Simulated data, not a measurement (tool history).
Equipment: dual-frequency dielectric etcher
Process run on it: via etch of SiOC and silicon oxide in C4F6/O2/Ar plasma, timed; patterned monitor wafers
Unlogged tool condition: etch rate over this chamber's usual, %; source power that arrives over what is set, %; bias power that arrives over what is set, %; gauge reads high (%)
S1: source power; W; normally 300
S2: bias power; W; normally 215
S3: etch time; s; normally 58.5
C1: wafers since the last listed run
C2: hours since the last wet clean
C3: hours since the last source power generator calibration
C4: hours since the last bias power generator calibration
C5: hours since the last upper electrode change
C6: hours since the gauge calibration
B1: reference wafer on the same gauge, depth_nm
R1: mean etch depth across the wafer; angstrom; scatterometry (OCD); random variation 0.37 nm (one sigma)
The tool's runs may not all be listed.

run 1 hour=0 | S1=300 S2=200 S3=58.5 | C1=0 C2=203.9 C3=2132.2 C4=2737.2 C5=5612.3 C6=486 | B1=69.4 | R1=601
run 2 hour=70.3 | S1=300 S2=200 S3=58.5 | C1=514 C2=274.2 C3=2202.5 C4=2807.5 C5=5682.6 C6=556.3 | B1=69.4 | R1=604
-- hour=113.6 wet clean of the chamber
run 3 hour=116.2 | S1=300 S2=200 S3=58.5 | C1=160 C2=2.6 C3=2248.4 C4=2853.4 C5=5728.5 C6=602.2 | B1=69.3 | R1=580
run 4 hour=158.5 | S1=300 S2=215 S3=64.5 | C1=309 C2=44.9 C3=2290.7 C4=2895.7 C5=5770.8 C6=644.5 | B1=69.4 | R1=659
run 5 hour=213.9 | S1=300 S2=215 S3=64.5 | C1=405 C2=100.3 C3=2346.1 C4=2951.1 C5=5826.2 C6=699.9 | B1=69.4 | R1=660
run 6 hour=310.9 | S1=300 S2=215 S3=62.5 | C1=710 C2=197.3 C3=2443.1 C4=3048.1 C5=5923.2 C6=796.9 | B1=69.4 | R1=653
run 7 hour=351.9 | S1=300 S2=215 S3=58.5 | C1=300 C2=238.3 C3=2484.1 C4=3089.1 C5=5964.2 C6=837.9 | B1=69.5 | R1=613
-- hour=433.7 wet clean of the chamber
run 8 hour=434.2 | S1=300 S2=215 S3=58.5 | C1=426 C2=0.5 C3=2566.4 C4=3171.4 C5=6046.5 C6=920.2 | B1=69.3 | R1=596
-- hour=511.6 source power generator calibrated
run 9 hour=523.3 | S1=300 S2=215 S3=58.5 | C1=623 C2=89.6 C3=11.7 C4=3260.5 C5=6135.6 C6=1009.3 | B1=69.5 | R1=593
-- hour=537 bias power generator calibrated
-- hour=597.7 upper electrode replaced
run 10 hour=627.6 | S1=300 S2=215 S3=58.5 | C1=558 C2=193.9 C3=116 C4=90.6 C5=29.9 C6=1113.6 | B1=69.4 | R1=609
run 11 hour=710.1 | S1=300 S2=215 S3=58.5 | C1=604 C2=276.4 C3=198.5 C4=173.1 C5=112.4 C6=1196.1 | B1=69.5 | R1=622
run 12 hour=747.7 | S1=280 S2=215 S3=42 | C1=275 C2=314 C3=236.1 C4=210.7 C5=150 C6=1233.7 | B1=69.5 | R1=433
-- hour=755.8 gauge calibrated
-- hour=837.8 wet clean of the chamber
run 13 hour=838.3 | S1=300 S2=215 S3=64.5 | C1=487 C2=0.5 C3=326.7 C4=301.3 C5=240.6 C6=82.5 | B1=69.4 | R1=650
run 14 hour=1107.3 | S1=300 S2=215 S3=67 | C1=1969 C2=269.5 C3=595.7 C4=570.3 C5=509.6 C6=351.5 | B1=69.4 | R1=712
-- hour=1205 wet clean of the chamber
run 15 hour=1205.5 | S1=300 S2=215 S3=58.5 | C1=543 C2=0.5 C3=693.9 C4=668.5 C5=607.8 C6=449.7 | B1=69.3 | R1=584
run 16 hour=1275.8 | S1=300 S2=215 S3=58.5 | C1=514 C2=70.8 C3=764.2 C4=738.8 C5=678.1 C6=520 | B1=69.3 | R1=589
run 17 hour=1321.4 | S1=300 S2=215 S3=69 | C1=333 C2=116.4 C3=809.8 C4=784.4 C5=723.7 C6=565.6 | B1=69.5 | R1=705
run 18 hour=1370.4 | S1=340 S2=215 S3=58.5 | C1=358 C2=165.4 C3=858.8 C4=833.4 C5=772.7 C6=614.6 | B1=69.3 | R1=631
run 19 hour=1436.7 | S1=300 S2=178 S3=72.5 | C1=485 C2=231.7 C3=925.1 C4=899.7 C5=839 C6=680.9 | B1=69.5 | R1=723
run 20 hour=1487.3 | S1=230 S2=240 S3=63 | C1=370 C2=282.3 C3=975.7 C4=950.3 C5=889.6 C6=731.5 | B1=69.3 | R1=594
-- hour=1571.4 wet clean of the chamber
run 21 hour=1571.9 | S1=250 S2=189 S3=58.5 | C1=443 C2=0.5 C3=1060.3 C4=1034.9 C5=974.2 C6=816.1 | B1=69.4 | R1=519
run 22 hour=1639.5 | S1=330 S2=178 S3=49.5 | C1=494 C2=68.1 C3=1127.9 C4=1102.5 C5=1041.8 C6=883.7 | B1=69.3 | R1=502

What would each run have given without the hidden state, its run-to-run variation left as it was?
run=1 R1=583
run=2 R1=580
run=3 R1=575
run=4 R1=649
run=5 R1=646
run=6 R1=629
run=7 R1=587
run=8 R1=595
run=9 R1=584
run=10 R1=590
run=11 R1=597
run=12 R1=413
run=13 R1=644
run=14 R1=678
run=15 R1=590
run=16 R1=588
run=17 R1=699
run=18 R1=621
run=19 R1=705
run=20 R1=575
run=21 R1=516
run=22 R1=494
